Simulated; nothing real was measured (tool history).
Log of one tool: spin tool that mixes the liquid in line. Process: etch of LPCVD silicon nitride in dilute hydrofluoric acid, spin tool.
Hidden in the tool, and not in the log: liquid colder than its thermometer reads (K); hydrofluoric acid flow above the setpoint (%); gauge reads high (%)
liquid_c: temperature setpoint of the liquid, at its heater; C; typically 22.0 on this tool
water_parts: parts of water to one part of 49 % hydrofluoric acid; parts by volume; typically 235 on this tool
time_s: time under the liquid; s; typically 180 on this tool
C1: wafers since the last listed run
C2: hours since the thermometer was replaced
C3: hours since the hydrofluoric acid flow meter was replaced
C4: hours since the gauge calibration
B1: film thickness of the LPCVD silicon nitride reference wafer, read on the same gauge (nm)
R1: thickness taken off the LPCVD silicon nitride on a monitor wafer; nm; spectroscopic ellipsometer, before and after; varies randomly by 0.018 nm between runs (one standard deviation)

{"run": 1, "hour": 0.0, "liquid_c": 22.0, "water_parts": 265, "time_s": 180, "C1": 0, "C2": 834.1, "C3": 471.1, "C4": 1265.3, "B1": 120.005, "R1": 0.266}
{"run": 2, "hour": 30.1, "liquid_c": 22.0, "water_parts": 235, "time_s": 180, "C1": 231, "C2": 864.2, "C3": 501.2, "C4": 1295.4, "B1": 119.982, "R1": 0.312}
{"hour": 103.7, "done": "hydrofluoric acid flow meter replaced"}
{"run": 3, "hour": 105.6, "liquid_c": 22.0, "water_parts": 235, "time_s": 180, "C1": 573, "C2": 939.7, "C3": 1.9, "C4": 1370.9, "B1": 120.008, "R1": 0.271}
{"run": 4, "hour": 134.1, "liquid_c": 22.0, "water_parts": 235, "time_s": 180, "C1": 219, "C2": 968.2, "C3": 30.4, "C4": 1399.4, "B1": 119.975, "R1": 0.298}
{"hour": 151.2, "done": "thermometer replaced"}
{"hour": 195.4, "done": "gauge calibrated"}
{"run": 5, "hour": 201.3, "liquid_c": 20.0, "water_parts": 330, "time_s": 180, "C1": 509, "C2": 50.1, "C3": 97.6, "C4": 5.9, "B1": 120.013, "R1": 0.184}
{"run": 6, "hour": 262.6, "liquid_c": 22.0, "water_parts": 235, "time_s": 180, "C1": 471, "C2": 111.4, "C3": 158.9, "C4": 67.2, "B1": 119.999, "R1": 0.327}
{"run": 7, "hour": 320.5, "liquid_c": 22.0, "water_parts": 185, "time_s": 255, "C1": 445, "C2": 169.3, "C3": 216.8, "C4": 125.1, "B1": 120.004, "R1": 0.514}
{"run": 8, "hour": 375.7, "liquid_c": 22.0, "water_parts": 235, "time_s": 180, "C1": 424, "C2": 224.5, "C3": 272.0, "C4": 180.3, "B1": 120.032, "R1": 0.32}
{"run": 9, "hour": 416.9, "liquid_c": 22.0, "water_parts": 235, "time_s": 180, "C1": 317, "C2": 265.7, "C3": 313.2, "C4": 221.5, "B1": 119.998, "R1": 0.281}
{"hour": 618.6, "done": "hydrofluoric acid flow meter replaced"}
{"run": 10, "hour": 625.3, "liquid_c": 23.5, "water_parts": 195, "time_s": 145, "C1": 1595, "C2": 474.1, "C3": 6.7, "C4": 429.9, "B1": 119.975, "R1": 0.347}
{"run": 11, "hour": 681.9, "liquid_c": 22.0, "water_parts": 235, "time_s": 180, "C1": 435, "C2": 530.7, "C3": 63.3, "C4": 486.5, "B1": 120.007, "R1": 0.303}
{"run": 12, "hour": 752.7, "liquid_c": 22.0, "water_parts": 235, "time_s": 180, "C1": 544, "C2": 601.5, "C3": 134.1, "C4": 557.3, "B1": 120.013, "R1": 0.316}
{"run": 13, "hour": 803.1, "liquid_c": 22.0, "water_parts": 180, "time_s": 255, "C1": 387, "C2": 651.9, "C3": 184.5, "C4": 607.7, "B1": 120.002, "R1": 0.508}
{"run": 14, "hour": 834.6, "liquid_c": 18.5, "water_parts": 235, "time_s": 180, "C1": 242, "C2": 683.4, "C3": 216.0, "C4": 639.2, "B1": 120.019, "R1": 0.243}
{"run": 15, "hour": 904.1, "liquid_c": 19.5, "water_parts": 235, "time_s": 180, "C1": 534, "C2": 752.9, "C3": 285.5, "C4": 708.7, "B1": 119.985, "R1": 0.248}
{"run": 16, "hour": 943.3, "liquid_c": 22.0, "water_parts": 235, "time_s": 180, "C1": 301, "C2": 792.1, "C3": 324.7, "C4": 747.9, "B1": 120.025, "R1": 0.319}
{"run": 17, "hour": 1000.6, "liquid_c": 27.0, "water_parts": 155, "time_s": 250, "C1": 440, "C2": 849.4, "C3": 382.0, "C4": 805.2, "B1": 119.989, "R1": 0.913}
{"run": 18, "hour": 1029.3, "liquid_c": 24.0, "water_parts": 235, "time_s": 180, "C1": 220, "C2": 878.1, "C3": 410.7, "C4": 833.9, "B1": 119.995, "R1": 0.35}
{"hour": 1033.6, "done": "thermometer replaced"}
{"run": 19, "hour": 1095.5, "liquid_c": 18.0, "water_parts": 235, "time_s": 180, "C1": 501, "C2": 61.9, "C3": 476.9, "C4": 900.1, "B1": 119.994, "R1": 0.246}
{"run": 20, "hour": 1127.2, "liquid_c": 22.0, "water_parts": 265, "time_s": 180, "C1": 243, "C2": 93.6, "C3": 508.6, "C4": 931.8, "B1": 119.963, "R1": 0.271}
{"hour": 1187.9, "done": "hydrofluoric acid flow meter replaced"}
{"run": 21, "hour": 1198.2, "liquid_c": 22.0, "water_parts": 235, "time_s": 180, "C1": 538, "C2": 164.6, "C3": 10.3, "C4": 1002.8, "B1": 119.977, "R1": 0.293}
{"run": 22, "hour": 1228.9, "liquid_c": 17.0, "water_parts": 300, "time_s": 180, "C1": 236, "C2": 195.3, "C3": 41.0, "C4": 1033.5, "B1": 120.007, "R1": 0.157}
{"run": 23, "hour": 1292.4, "liquid_c": 18.0, "water_parts": 120, "time_s": 180, "C1": 488, "C2": 258.8, "C3": 104.5, "C4": 1097.0, "B1": 119.981, "R1": 0.414}
{"run": 24, "hour": 1321.1, "liquid_c": 22.0, "water_parts": 235, "time_s": 180, "C1": 220, "C2": 287.5, "C3": 133.2, "C4": 1125.7, "B1": 120.009, "R1": 0.292}
{"run": 25, "hour": 1363.4, "liquid_c": 22.0, "water_parts": 235, "time_s": 250, "C1": 325, "C2": 329.8, "C3": 175.5, "C4": 1168.0, "B1": 120.018, "R1": 0.379}
{"run": 26, "hour": 1404.6, "liquid_c": 20.0, "water_parts": 235, "time_s": 125, "C1": 317, "C2": 371.0, "C3": 216.7, "C4": 1209.2, "B1": 119.98, "R1": 0.182}
{"run": 27, "hour": 1476.4, "liquid_c": 18.0, "water_parts": 235, "time_s": 215, "C1": 552, "C2": 442.8, "C3": 288.5, "C4": 1281.0, "B1": 120.039, "R1": 0.278}
{"run": 28, "hour": 1512.6, "liquid_c": 22.0, "water_parts": 330, "time_s": 275, "C1": 278, "C2": 479.0, "C3": 324.7, "C4": 1317.2, "B1": 119.986, "R1": 0.317}
{"run": 29, "hour": 1556.8, "liquid_c": 18.0, "water_parts": 235, "time_s": 215, "C1": 340, "C2": 523.2, "C3": 368.9, "C4": 1361.4, "B1": 119.996, "R1": 0.264}
{"run": 30, "hour": 1594.0, "liquid_c": 18.0, "water_parts": 120, "time_s": 285, "C1": 286, "C2": 560.4, "C3": 406.1, "C4": 1398.6, "B1": 119.997, "R1": 0.751}
{"run": 31, "hour": 1636.1, "liquid_c": 22.0, "water_parts": 235, "time_s": 180, "C1": 323, "C2": 602.5, "C3": 448.2, "C4": 1440.7, "B1": 119.965, "R1": 0.34}

What does the tool deliver on the next run?
{"hour": 1724.8, "done": "hydrofluoric acid flow meter replaced"}
{"run": 32, "hour": 1757.3, "liquid_c": 19.0, "water_parts": 235, "time_s": 280, "C1": 924, "C2": 723.7, "C3": 32.5, "C4": 1561.9, "B1": "?", "R1": "?"}

B1: 120.023
R1: 0.340 nm
Had the tool carried no hidden state, the very same run would have given R1 0.340 nm.
